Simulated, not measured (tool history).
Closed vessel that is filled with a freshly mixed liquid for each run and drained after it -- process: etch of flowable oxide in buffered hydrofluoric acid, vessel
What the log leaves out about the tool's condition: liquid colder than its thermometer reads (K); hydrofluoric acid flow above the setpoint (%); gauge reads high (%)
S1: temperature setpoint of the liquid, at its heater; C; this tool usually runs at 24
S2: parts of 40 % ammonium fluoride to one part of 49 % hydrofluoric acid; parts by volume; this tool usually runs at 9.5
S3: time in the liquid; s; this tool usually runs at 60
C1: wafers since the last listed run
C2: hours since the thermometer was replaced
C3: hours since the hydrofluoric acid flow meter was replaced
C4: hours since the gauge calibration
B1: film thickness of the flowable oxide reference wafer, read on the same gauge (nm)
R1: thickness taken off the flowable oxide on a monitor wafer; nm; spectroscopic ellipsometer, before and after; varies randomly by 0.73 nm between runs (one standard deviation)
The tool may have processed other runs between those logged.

run,hour,S1,S2,S3,C1,C2,C3,C4,B1,R1
1,0,24,12.5,60,0,1093,440.7,660.8,140,120.87
2,79.4,24,12.5,60,6420,1172.4,520.1,740.2,140,120.97
3,186.3,24,12.5,60,8643,1279.3,627,847.1,140,121.94
4,269.5,24,9.5,60,6727,1362.5,710.2,930.3,139.99,154.41
5,374.4,24,7,60,8481,1467.4,815.1,1035.2,140,211.9
6,465.9,24,7,60,7398,1558.9,906.6,1126.7,140,210.55
7,573.8,24,7,60,8724,1666.8,1014.5,1234.6,140,212.81
8,648.9,25.5,9.5,60,6072,1741.9,1089.6,1309.7,140,168.13
9,694.8,25.5,9.5,60,3711,1787.8,1135.5,1355.6,139.99,167.12
10,751.9,25.5,9.5,60,4616,1844.9,1192.6,1412.7,140.02,167.76
11,839.9,24,9.5,60,7115,1932.9,1280.6,1500.7,140.01,154.8
# hour 898.4: gauge calibrated
12,916,24,9.5,60,6153,2009,1356.7,17.6,139.99,153.89
13,1005.1,26,9.5,60,7204,2098.1,1445.8,106.7,140,172.96
14,1064.6,26,9.5,60,4810,2157.6,1505.3,166.2,140.02,171.3
15,1162.6,22,7,90,7923,2255.6,1603.3,264.2,139.99,284.14
16,1228.2,24,9.5,60,5304,2321.2,1668.9,329.8,139.99,154.62
17,1308.1,20.5,8,40,6460,2401.1,1748.8,409.7,139.98,102.5
18,1418.1,24,9.5,60,8894,2511.1,1858.8,519.7,140,155
19,1458.7,20.5,9.5,70,3282,2551.7,1899.4,560.3,140,149.39
20,1528.1,24,9.5,50,5611,2621.1,1968.8,629.7,140,129.81
21,1625.8,19.5,13,30,7899,2718.8,2066.5,727.4,140.02,46.34
# hour 1628.6: hydrofluoric acid flow meter replaced
# hour 1645: thermometer replaced
22,1693.6,24,11,60,5320,48.6,65,795.2,140,139.14
23,1750.3,27,9.5,90,4584,105.3,121.7,851.9,139.97,278.39
24,1839.5,28.5,13,75,7212,194.5,210.9,941.1,140,188.79
25,1883.9,21,9.5,50,3590,238.9,255.3,985.5,140,111.75
26,2013.5,24,9.5,30,10479,368.5,384.9,1115.1,139.99,79.27
27,2116.9,20,6.5,95,8360,471.9,488.3,1218.5,139.99,291.92
28,2164.7,19,9.5,60,3864,519.7,536.1,1266.3,139.99,119.21
29,2237.1,24,9.5,60,5854,592.1,608.5,1338.7,139.99,157.25

Each row is a separate what-if for the run after 29, all from the same tool condition, not one after another. Results?
A,2237.8,28.5,9.5,60,56,592.8,609.2,1339.4,?,?
B,2237.8,28,9.5,60,56,592.8,609.2,1339.4,?,?
C,2237.8,27,9.5,70,56,592.8,609.2,1339.4,?,?
D,2237.8,24,12,60,56,592.8,609.2,1339.4,?,?

run,B1,R1
A,139.98,200.66
B,139.98,195.39
C,139.98,216.09
D,139.98,128.71
What these runs would have given with no unlogged condition in the tool:
run,R1
A,202.91
B,197.61
C,218.58
D,129.16
